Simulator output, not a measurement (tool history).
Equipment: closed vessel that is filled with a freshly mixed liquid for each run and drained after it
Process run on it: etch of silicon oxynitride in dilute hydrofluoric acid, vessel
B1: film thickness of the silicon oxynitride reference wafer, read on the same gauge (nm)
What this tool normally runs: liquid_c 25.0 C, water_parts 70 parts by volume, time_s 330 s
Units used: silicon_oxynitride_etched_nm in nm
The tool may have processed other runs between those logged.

Run 1, hour 0.0: usual settings but time_s 445 s; B1 90.00. Result: silicon_oxynitride_etched_nm 11.05 nm.
Run 2, hour 31.4: usual settings but time_s 445 s; B1 89.97. Result: silicon_oxynitride_etched_nm 11.23 nm.
Run 3, hour 66.9: usual settings but time_s 445 s; B1 89.99. Result: silicon_oxynitride_etched_nm 11.13 nm.
Run 4, hour 96.7: usual settings but time_s 270 s; B1 89.98. Result: silicon_oxynitride_etched_nm 6.76 nm.
Run 5, hour 113.7: usual settings; B1 90.01. Result: silicon_oxynitride_etched_nm 8.27 nm.
Run 6, hour 146.4: usual settings but time_s 280 s; B1 90.01. Result: silicon_oxynitride_etched_nm 7.02 nm.
Run 7, hour 180.9: usual settings; B1 90.03. Result: silicon_oxynitride_etched_nm 8.48 nm.
Run 8, hour 215.9: usual settings; B1 89.99. Result: silicon_oxynitride_etched_nm 8.37 nm.
At hour 216.1: gauge calibrated.
Run 9, hour 228.4: usual settings but liquid_c 21.5 C; B1 90.00. Result: silicon_oxynitride_etched_nm 7.02 nm.
At hour 270.5: hydrofluoric acid flow meter replaced.
At hour 304.9: thermometer replaced.
Run 10, hour 312.2: usual settings but water_parts 85 parts by volume; B1 89.97. Result: silicon_oxynitride_etched_nm 7.32 nm.
Run 11, hour 346.4: usual settings but liquid_c 21.5 C, time_s 445 s; B1 89.99. Result: silicon_oxynitride_etched_nm 10.22 nm.
At hour 356.4: hydrofluoric acid flow meter replaced, repeated, since the last time left the tool worse.
Run 12, hour 378.1: usual settings but water_parts 45 parts by volume, time_s 275 s; B1 90.02. Result: silicon_oxynitride_etched_nm 10.21 nm.
Run 13, hour 391.4: usual settings but liquid_c 23.0 C, water_parts 55 parts by volume, time_s 405 s; B1 89.97. Result: silicon_oxynitride_etched_nm 11.31 nm.
Run 14, hour 411.7: usual settings; B1 89.99. Result: silicon_oxynitride_etched_nm 7.77 nm.
Run 15, hour 433.3: usual settings but liquid_c 28.5 C, water_parts 50 parts by volume, time_s 200 s; B1 89.99. Result: silicon_oxynitride_etched_nm 8.10 nm.
Run 16, hour 450.1: usual settings but liquid_c 26.5 C, water_parts 90 parts by volume; B1 90.01. Result: silicon_oxynitride_etched_nm 6.38 nm.
Run 17, hour 469.5: usual settings but water_parts 85 parts by volume; B1 90.01. Result: silicon_oxynitride_etched_nm 6.45 nm.

5 ways to go on from here, each from the tool as it stands after run 17. What would each give?
Run A, hour 470.2: usual settings; B1 ?. Result: silicon_oxynitride_etched_nm ?.
Run B, hour 470.2: usual settings but liquid_c 28.5 C, water_parts 100 parts by volume; B1 ?. Result: silicon_oxynitride_etched_nm ?.
Run C, hour 470.2: usual settings but time_s 450 s; B1 ?. Result: silicon_oxynitride_etched_nm ?.
Run D, hour 470.2: usual settings but liquid_c 29.5 C, time_s 410 s; B1 ?. Result: silicon_oxynitride_etched_nm ?.
Run E, hour 470.2: usual settings but liquid_c 20.5 C, water_parts 90 parts by volume; B1 ?. Result: silicon_oxynitride_etched_nm ?.

run     B1  silicon_oxynitride_etched_nm
  A  89.99                          8.02
  B  89.99                          6.43
  C  89.99                         10.94
  D  89.99                         12.31
  E  89.99                          4.94
Without the tool's unlogged condition, the same runs would have read:
run  silicon_oxynitride_etched_nm
  A                          7.85
  B                          6.29
  C                         10.70
  D                         12.04
  E                          4.83

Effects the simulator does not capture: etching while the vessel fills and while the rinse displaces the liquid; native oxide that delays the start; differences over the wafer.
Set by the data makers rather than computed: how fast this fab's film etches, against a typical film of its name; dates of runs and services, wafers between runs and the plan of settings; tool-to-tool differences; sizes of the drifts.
